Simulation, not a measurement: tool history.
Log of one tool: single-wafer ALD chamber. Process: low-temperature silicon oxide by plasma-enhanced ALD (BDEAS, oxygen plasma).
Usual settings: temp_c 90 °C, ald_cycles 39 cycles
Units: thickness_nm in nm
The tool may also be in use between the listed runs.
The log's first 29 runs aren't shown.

run,hour,temp_c,ald_cycles,"read-back reference wafer on the same gauge, thickness_nm",thickness_nm
# hour 801.5: gauge calibrated
30,803.3,97,35,4.583,4.889
31,828.5,90,39,4.583,5.626
32,849.3,90,39,4.581,5.581
33,871.9,77,42,4.576,6.293
34,946.2,90,47,4.579,6.741
35,973.2,76,31,4.575,4.676
36,1018,78,32,4.58,4.803
37,1051.9,90,32,4.581,4.584

Forecast each of these 3 alternatives for the next run:
A,1052.4,76,39,?,?
B,1052.4,95,43,?,?
C,1052.4,81,33,?,?

run,"read-back reference wafer on the same gauge, thickness_nm",thickness_nm
A,4.58,5.848
B,4.58,6.071
C,4.58,4.872
Without the tool's hidden state the same runs would have given:
run,thickness_nm
A,5.782
B,5.998
C,4.816

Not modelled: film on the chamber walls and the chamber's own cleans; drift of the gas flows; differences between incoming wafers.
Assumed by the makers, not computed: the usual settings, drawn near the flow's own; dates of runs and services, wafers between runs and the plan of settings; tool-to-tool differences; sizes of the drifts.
